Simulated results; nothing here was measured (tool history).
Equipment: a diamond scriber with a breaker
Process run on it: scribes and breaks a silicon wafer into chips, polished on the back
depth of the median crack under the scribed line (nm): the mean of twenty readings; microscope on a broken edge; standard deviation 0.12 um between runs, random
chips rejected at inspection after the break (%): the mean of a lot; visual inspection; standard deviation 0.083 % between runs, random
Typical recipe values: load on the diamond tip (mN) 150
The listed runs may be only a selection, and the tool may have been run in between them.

run,hour,load on the diamond tip (mN),"incoming depth of the damage left on the back of the incoming wafer, um",depth of the median crack under the scribed line (nm),chips rejected at inspection after the break (%)
1,0.0,130,0.03,5900,3.35
2,60.2,118,0.02,5690,5.50
3,98.7,118,0.02,5550,5.90
4,156.2,136,0.02,5870,3.56
5,191.5,136,0.05,5930,3.55
6,217.1,150,0.05,6170,2.35
# hour 247.7: diamond tip replaced by a new one
7,262.5,129,0.04,5180,8.91
8,314.4,150,0.05,5520,6.22
9,376.2,150,0.05,5450,7.31
10,435.8,150,0.03,5380,8.35
# hour 441.3: diamond tip replaced by a new one, repeated, since the last time left the tool worse
11,482.8,132,0.01,5980,2.54
12,516.0,132,0.05,6000,3.03
13,546.7,150,0.03,6480,1.61
14,585.7,135,0.04,6160,3.29
# hour 591.9: load on the tip recalibrated
15,639.3,150,0.05,6320,2.11
16,663.5,128,0.03,5720,3.98
17,717.3,168,0.03,6690,1.62
18,744.2,194,0.02,7130,1.78
19,783.7,195,0.01,7310,1.69
# hour 813.1: diamond tip replaced by a new one
20,841.4,150,0.01,6620,1.71

Run 21, settings as shown, results not yet in. Your forecast:
21,889.2,174,0.02,?,?

{"run 21": {"depth of the median crack under the scribed line (nm)": 7350, "chips rejected at inspection after the break (%)": 1.66}}
With no hidden state in the tool, this same run would have given depth of the median crack under the scribed line (nm) 7700, chips rejected at inspection after the break (%) 2.24.
